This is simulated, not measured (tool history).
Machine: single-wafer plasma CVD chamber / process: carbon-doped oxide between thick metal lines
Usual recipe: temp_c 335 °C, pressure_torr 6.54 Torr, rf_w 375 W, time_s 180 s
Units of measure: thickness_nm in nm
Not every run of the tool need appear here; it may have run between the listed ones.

run,hour,temp_c,pressure_torr,rf_w,time_s,wafers since the last listed run,hours since the last thermocouple change,hours since the last RF generator calibration,hours since the last manometer calibration,hours since the showerhead was replaced,hours since the gauge calibration,"read-back reference wafer on the same gauge, thickness_nm",thickness_nm
1,0,335,7.75,375,172,0,1413.9,1348.3,1520.9,4750.8,183.3,874.389,713.494
# hour 4.5: gauge calibrated
2,9,335,7.75,375,172,110,1422.9,1357.3,1529.9,4759.8,4.5,875.506,708.747
3,24.7,335,7.75,375,172,192,1438.6,1373,1545.6,4775.5,20.2,874.394,712.345
4,32.2,335,6.54,375,180,92,1446.1,1380.5,1553.1,4783,27.7,874.923,738.373
5,47.7,335,6.54,375,180,190,1461.6,1396,1568.6,4798.5,43.2,875.018,738.967
6,59.7,335,6.54,375,180,147,1473.6,1408,1580.6,4810.5,55.2,875.083,737.748
7,75.1,335,6.54,375,180,189,1489,1423.4,1596,4825.9,70.6,874.781,736.091
8,83,335,6.54,375,180,97,1496.9,1431.3,1603.9,4833.8,78.5,875.098,736.751
9,90.9,335,6.54,375,180,97,1504.8,1439.2,1611.8,4841.7,86.4,874.631,738.572
# hour 109.1: showerhead replaced
10,109.6,335,6.54,375,180,131,1523.5,1457.9,1630.5,0.5,105.1,874.706,739.466
11,112.8,335,6.54,375,180,39,1526.7,1461.1,1633.7,3.7,108.3,874.684,741.39
12,119.1,335,6.54,375,180,77,1533,1467.4,1640,10,114.6,874.557,739.706
# hour 133.1: RF generator calibrated
13,133.6,335,6.54,375,180,79,1547.5,0.5,1654.5,24.5,129.1,874.894,777.578
14,144.1,335,6.54,375,180,129,1558,11,1665,35,139.6,875.278,777.317
15,152.8,335,6.54,375,191,106,1566.7,19.7,1673.7,43.7,148.3,874.899,821.816
16,164,335,7.2,415,180,137,1577.9,30.9,1684.9,54.9,159.5,875.413,829.441
17,180.1,321,6.54,375,180,197,1594,47,1701,71,175.6,875.425,816.561
18,189.6,335,6.54,375,180,116,1603.5,56.5,1710.5,80.5,185.1,874.88,773.095
19,197.9,342,6.02,415,180,102,1611.8,64.8,1718.8,88.8,193.4,874.852,801.66
# hour 212.4: capacitance manometer re-zeroed and calibrated
20,212.9,335,6.54,375,150,86,1626.8,79.8,0.5,103.8,208.4,874.918,646.131
# hour 215.8: gauge calibrated
# hour 242.4: thermocouple changed; heater temperature recalibrated
21,242.9,335,7.75,375,172,270,0.5,109.8,30.5,133.8,27.1,874.554,740.256
22,255.4,335,6.54,375,180,153,13,122.3,43,146.3,39.6,874.957,769.663
23,267.2,335,6.54,375,180,145,24.8,134.1,54.8,158.1,51.4,874.904,769.035
24,278.6,345,8.1,375,156,140,36.2,145.5,66.2,169.5,62.8,874.764,654.347
25,285.9,348,7.91,355,160,89,43.5,152.8,73.5,176.8,70.1,874.951,640.25
26,295,335,6.54,430,180,111,52.6,161.9,82.6,185.9,79.2,875.067,833.826
27,307.4,335,6.54,310,180,152,65,174.3,95,198.3,91.6,875.336,687.114
28,325.1,340,6.54,325,147,217,82.7,192,112.7,216,109.3,875.113,565.475
29,339.9,350,6.54,375,148,181,97.5,206.8,127.5,230.8,124.1,875.159,601.087

Alternative continuations, all from the tool just after run 29; predict every row:
A,340.3,335,6.54,410,180,4,97.9,207.2,127.9,231.2,124.5,?,?
B,340.3,335,7.79,375,145,4,97.9,207.2,127.9,231.2,124.5,?,?
C,340.3,326,6.54,330,180,4,97.9,207.2,127.9,231.2,124.5,?,?

run,"read-back reference wafer on the same gauge, thickness_nm",thickness_nm
A,875.403,806.125
B,875.403,621.2
C,875.403,731.249
Without the tool's hidden state the same runs would have given:
run,thickness_nm
A,820.697
B,632.926
C,745.052

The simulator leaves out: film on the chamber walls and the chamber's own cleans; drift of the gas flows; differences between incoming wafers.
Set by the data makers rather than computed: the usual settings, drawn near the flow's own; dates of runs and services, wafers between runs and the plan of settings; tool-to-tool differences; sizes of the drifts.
